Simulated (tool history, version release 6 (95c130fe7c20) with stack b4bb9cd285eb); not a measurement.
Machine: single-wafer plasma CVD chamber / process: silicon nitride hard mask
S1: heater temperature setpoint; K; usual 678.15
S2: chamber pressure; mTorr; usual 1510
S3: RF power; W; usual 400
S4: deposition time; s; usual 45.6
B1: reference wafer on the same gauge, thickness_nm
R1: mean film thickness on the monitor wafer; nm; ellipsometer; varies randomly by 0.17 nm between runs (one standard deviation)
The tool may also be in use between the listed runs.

| run | hour | S1 | S2 | S3 | S4 | B1 | R1 |
|---|---|---|---|---|---|---|---|
| 1 | 0 | 678.15 | 1510 | 400 | 45.6 | 60.919 | 60.097 |
| 2 | 17.5 | 678.15 | 1510 | 400 | 45.6 | 60.918 | 60.006 |
| 3 | 40.4 | 678.15 | 1670 | 400 | 45.6 | 60.892 | 62.227 |
| 4 | 74.9 | 678.15 | 1670 | 400 | 45.6 | 60.913 | 62.329 |
| 5 | 109.4 | 678.15 | 1670 | 400 | 45.6 | 60.922 | 61.897 |
| 6 | 126.8 | 678.15 | 1510 | 400 | 45.6 | 60.879 | 59.952 |
|  | 136.2 | showerhead replaced, of another model than before |
| 7 | 140.3 | 678.15 | 1510 | 400 | 45.6 | 60.884 | 60.829 |
| 8 | 153.4 | 678.15 | 1510 | 400 | 45.6 | 60.856 | 60.764 |
|  | 163.7 | thermocouple changed; heater temperature recalibrated |
| 9 | 180.6 | 670.15 | 1510 | 400 | 45.6 | 60.903 | 61.106 |
| 10 | 194.2 | 678.15 | 1510 | 400 | 45.6 | 60.883 | 60.644 |
|  | 234.3 | capacitance manometer re-zeroed and calibrated |
| 11 | 234.8 | 678.15 | 1510 | 400 | 41.6 | 60.933 | 55.296 |
| 12 | 257 | 678.15 | 1510 | 380 | 45.6 | 60.895 | 59.775 |
| 13 | 285.2 | 687.15 | 1510 | 400 | 45.6 | 60.854 | 60.456 |
|  | 316.6 | RF generator calibrated |
| 14 | 317.1 | 678.15 | 1840 | 450 | 51.2 | 60.921 | 77.837 |
| 15 | 329.9 | 678.15 | 1510 | 400 | 45.6 | 60.92 | 61.795 |
| 16 | 353 | 686.15 | 1510 | 465 | 45.6 | 60.897 | 64.142 |
| 17 | 375 | 678.15 | 1510 | 400 | 45.6 | 60.945 | 61.852 |
| 18 | 399.2 | 692.15 | 1510 | 400 | 37.1 | 60.899 | 50.314 |
| 19 | 414.7 | 678.15 | 1330 | 400 | 38.4 | 60.889 | 49.081 |
| 20 | 446.3 | 678.15 | 1510 | 400 | 45.6 | 60.945 | 61.941 |
|  | 453.1 | gauge calibrated |
| 21 | 480.7 | 678.15 | 1370 | 400 | 50.9 | 60.878 | 65.915 |
| 22 | 498.8 | 672.15 | 1800 | 400 | 45.6 | 60.818 | 66.543 |
| 23 | 522.7 | 666.15 | 1170 | 400 | 45.6 | 60.948 | 54.359 |
| 24 | 553.7 | 667.15 | 1370 | 400 | 45.6 | 60.909 | 59.467 |
| 25 | 589.5 | 678.15 | 1510 | 425 | 45.6 | 60.909 | 62.936 |
| 26 | 603.7 | 678.15 | 1510 | 430 | 45.6 | 60.869 | 62.868 |
| 27 | 617.1 | 691.15 | 1780 | 400 | 38.6 | 60.948 | 55.544 |
| 28 | 634.5 | 670.15 | 1510 | 400 | 41.6 | 60.891 | 56.411 |
| 29 | 647.8 | 689.15 | 1300 | 370 | 37.4 | 60.866 | 45.745 |

Predict each of these 4 candidate next runs independently; none follows another, all start after run 29:
| A | 648.2 | 678.15 | 1680 | 400 | 45.6 | ? | ? |
| B | 648.2 | 678.15 | 1510 | 345 | 45.6 | ? | ? |
| C | 648.2 | 678.15 | 1370 | 440 | 53 | ? | ? |
| D | 648.2 | 678.15 | 1750 | 400 | 45.6 | ? | ? |

| run | B1 | R1 |
|---|---|---|
| A | 60.871 | 64.593 |
| B | 60.871 | 59.494 |
| C | 60.871 | 70.238 |
| D | 60.871 | 65.653 |
The same runs, with their run-to-run variation unchanged, on a tool lacking any hidden condition would have given:
| run | R1 |
|---|---|
| A | 64.682 |
| B | 59.582 |
| C | 70.334 |
| D | 65.743 |
